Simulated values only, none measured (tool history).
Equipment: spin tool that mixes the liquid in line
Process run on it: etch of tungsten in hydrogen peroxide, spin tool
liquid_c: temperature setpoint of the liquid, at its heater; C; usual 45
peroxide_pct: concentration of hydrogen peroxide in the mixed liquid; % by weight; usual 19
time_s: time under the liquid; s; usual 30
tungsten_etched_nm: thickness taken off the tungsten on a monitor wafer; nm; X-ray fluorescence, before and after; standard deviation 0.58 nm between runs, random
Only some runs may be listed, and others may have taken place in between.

run,hour,liquid_c,peroxide_pct,time_s,wafers since the last listed run,hours since the thermometer was replaced,hours since the peroxide flow meter was replaced,hours since the heated supply line was repaired,hours since the drum of peroxide was connected,hours since the gauge calibration,"read-back film thickness of the tungsten reference wafer, read on the same gauge (nm)",tungsten_etched_nm
1,0,45,19,25,0,254.6,1089.7,1856.1,463.4,214.4,150,37.69
2,12.8,45,19,30,123,267.4,1102.5,1868.9,476.2,227.2,150,46.62
3,28.9,45,19,30,155,283.5,1118.6,1885,492.3,243.3,150,45.55
4,45.2,45,19,30,157,299.8,1134.9,1901.3,508.6,259.6,150.01,45.85
5,70,45,19,35,239,324.6,1159.7,1926.1,533.4,284.4,150,53.44
6,82.9,45,19,35,124,337.5,1172.6,1939,546.3,297.3,150,53.28
7,108,45,19,30,242,362.6,1197.7,1964.1,571.4,322.4,150,44.89
8,120.2,45,19,30,117,374.8,1209.9,1976.3,583.6,334.6,150,44.78
9,137,45,19,30,162,391.6,1226.7,1993.1,600.4,351.4,150.01,45.35
10,155.6,45,19,30,179,410.2,1245.3,2011.7,619,370,150.01,45.28
11,170.2,45,19,30,141,424.8,1259.9,2026.3,633.6,384.6,150,44.36
# hour 171.3: new drum of peroxide connected
12,199.3,45,19,30,271,453.9,1289,2055.4,28,413.7,150,46.41
13,217.9,45,19,40,179,472.5,1307.6,2074,46.6,432.3,150,61.21
14,235.7,45,19,30,172,490.3,1325.4,2091.8,64.4,450.1,150.02,45.55
15,256.1,48.5,19,40,197,510.7,1345.8,2112.2,84.8,470.5,150.01,77.16
# hour 278.3: heated supply line repaired
# hour 302.2: gauge calibrated
# hour 313.2: thermometer replaced
# hour 329: peroxide flow meter replaced
16,356,41.5,19,40,936,42.8,27,77.7,184.7,53.8,149.99,62.19
17,386.6,50.5,15.5,45,295,73.4,57.6,108.3,215.3,84.4,149.97,110.03
18,422.3,45,19,30,345,109.1,93.3,144,251,120.1,150.01,57.21
19,447.6,45,17,30,244,134.4,118.6,169.3,276.3,145.4,150.01,54.65
20,461.6,41.5,19,30,135,148.4,132.6,183.3,290.3,159.4,150.01,45.62
21,482.3,35,19,20,200,169.1,153.3,204,311,180.1,150.01,20.07
22,513.8,35,14.5,30,304,200.6,184.8,235.5,342.5,211.6,150.01,25.89
23,530.1,45,19,50,157,216.9,201.1,251.8,358.8,227.9,150,95.37
24,547.2,45,19,30,165,234,218.2,268.9,375.9,245,149.99,55.3

Same runs, no hidden state in the tool, same run-to-run variation:
The hidden state here: liquid colder than its thermometer reads (K); peroxide flow below the setpoint (%); temperature lost on the way to the wafer (K); peroxide weaker than its label (%); gauge reads high (%).
run,tungsten_etched_nm
1,48.76
2,60.44
3,59.23
4,59.8
5,70
6,69.94
7,59.22
8,59.2
9,60.14
10,60.23
11,59.19
12,59.75
13,79.05
14,59.04
15,99.79
16,63.7
17,113.2
18,59.29
19,56.87
20,47.62
21,21.05
22,27.32
23,100.73
24,58.58
